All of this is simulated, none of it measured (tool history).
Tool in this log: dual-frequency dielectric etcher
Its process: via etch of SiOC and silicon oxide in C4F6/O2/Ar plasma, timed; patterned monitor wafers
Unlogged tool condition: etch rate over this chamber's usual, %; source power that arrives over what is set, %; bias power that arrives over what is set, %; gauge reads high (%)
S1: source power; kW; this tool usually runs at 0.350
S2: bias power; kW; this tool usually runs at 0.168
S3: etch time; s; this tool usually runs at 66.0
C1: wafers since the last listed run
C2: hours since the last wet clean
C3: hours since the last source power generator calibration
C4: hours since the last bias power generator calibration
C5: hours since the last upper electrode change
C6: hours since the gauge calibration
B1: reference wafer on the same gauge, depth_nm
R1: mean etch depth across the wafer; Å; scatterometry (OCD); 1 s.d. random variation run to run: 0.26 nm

run	day	S1	S2	S3	C1	C2	C3	C4	C5	C6	B1	R1
1	0.000	0.350	0.168	66.0	0	341.6	2573.9	1106.8	4083.0	405.2	64.6	760
2	0.875	0.350	0.168	66.0	320	362.6	2594.9	1127.8	4104.0	426.2	64.6	756
3	1.467	0.350	0.168	66.0	216	376.8	2609.1	1142.0	4118.2	440.4	64.6	762
4	2.688	0.350	0.168	66.0	447	406.1	2638.4	1171.3	4147.5	469.7	64.6	763
5	4.021	0.350	0.168	66.0	488	438.1	2670.4	1203.3	4179.5	501.7	64.6	764
6	4.796	0.350	0.168	66.0	284	456.7	2689.0	1221.9	4198.1	520.3	64.6	763
7	6.146	0.350	0.168	66.0	494	489.1	2721.4	1254.3	4230.5	552.7	64.6	765
# day 7.858: wet clean of the chamber
8	7.879	0.350	0.168	66.0	268	0.5	2763.0	1295.9	4272.1	594.3	64.6	733
# day 8.721: source power generator calibrated
9	8.742	0.350	0.168	66.0	255	21.2	0.5	1316.6	4292.8	615.0	64.6	731
10	9.562	0.350	0.168	66.0	300	40.9	20.2	1336.3	4312.5	634.7	64.6	737
11	10.875	0.350	0.168	66.0	481	72.4	51.7	1367.8	4344.0	666.2	64.6	735
12	12.267	0.350	0.168	66.0	510	105.8	85.1	1401.2	4377.4	699.6	64.7	735
# day 14.529: upper electrode replaced
13	14.550	0.390	0.168	50.5	470	160.6	139.9	1456.0	0.5	754.4	64.6	582
14	15.017	0.380	0.146	75.5	171	171.8	151.1	1467.2	11.7	765.6	64.6	827
15	15.583	0.320	0.187	66.0	207	185.4	164.7	1480.8	25.3	779.2	64.6	750
16	16.204	0.350	0.168	66.0	227	200.3	179.6	1495.7	40.2	794.1	64.6	744
17	17.112	0.270	0.139	46.0	332	222.1	201.4	1517.5	62.0	815.9	64.6	456
# day 17.892: bias power generator calibrated
18	18.229	0.380	0.156	66.0	348	248.9	228.2	8.1	88.8	842.7	64.6	736
19	20.633	0.350	0.168	66.0	881	306.6	285.9	65.8	146.5	900.4	64.6	757
20	21.588	0.410	0.141	54.5	349	329.5	308.8	88.7	169.4	923.3	64.6	610
21	22.988	0.350	0.168	66.0	513	363.1	342.4	122.3	203.0	956.9	64.6	752
22	23.800	0.350	0.168	66.0	297	382.6	361.9	141.8	222.5	976.4	64.6	758
# day 24.846: gauge calibrated
23	25.242	0.380	0.130	78.5	528	417.2	396.5	176.4	257.1	9.5	64.6	841
24	25.942	0.350	0.189	66.0	256	434.0	413.3	193.2	273.9	26.3	64.7	788
25	27.025	0.430	0.168	66.0	397	460.0	439.3	219.2	299.9	52.3	64.7	798
# day 28.042: wet clean of the chamber
26	28.062	0.350	0.168	66.0	13	0.5	464.2	244.1	324.8	77.2	64.6	732
27	28.738	0.290	0.136	72.0	247	16.7	480.4	260.3	341.0	93.4	64.6	713
28	30.100	0.320	0.144	54.0	499	49.4	513.1	293.0	373.7	126.1	64.6	557
29	31.496	0.300	0.168	66.0	511	82.9	546.6	326.5	407.2	159.6	64.6	711
30	32.371	0.350	0.168	66.0	320	103.9	567.6	347.5	428.2	180.6	64.6	742
31	33.254	0.370	0.156	58.5	323	125.1	588.8	368.7	449.4	201.8	64.6	647

Run-by-run hidden state of the tool:
source power that arrives over what is set, %: 0 on each run
bias power that arrives over what is set, %: 0 on each run
gauge reads high (%): 0 on each run
H1: etch rate over this chamber's usual, %
run	H1
1	3.29
2	3.45
3	3.57
4	3.79
5	4.04
6	4.19
7	4.44
8	-0.193
9	-0.0316
10	0.122
11	0.369
12	0.63
13	1.06
14	1.15
15	1.25
16	1.37
17	1.54
18	1.75
19	2.2
20	2.38
21	2.64
22	2.79
23	3.06
24	3.19
25	3.4
26	-0.0648
27	0.0618
28	0.317
29	0.579
30	0.743
31	0.909
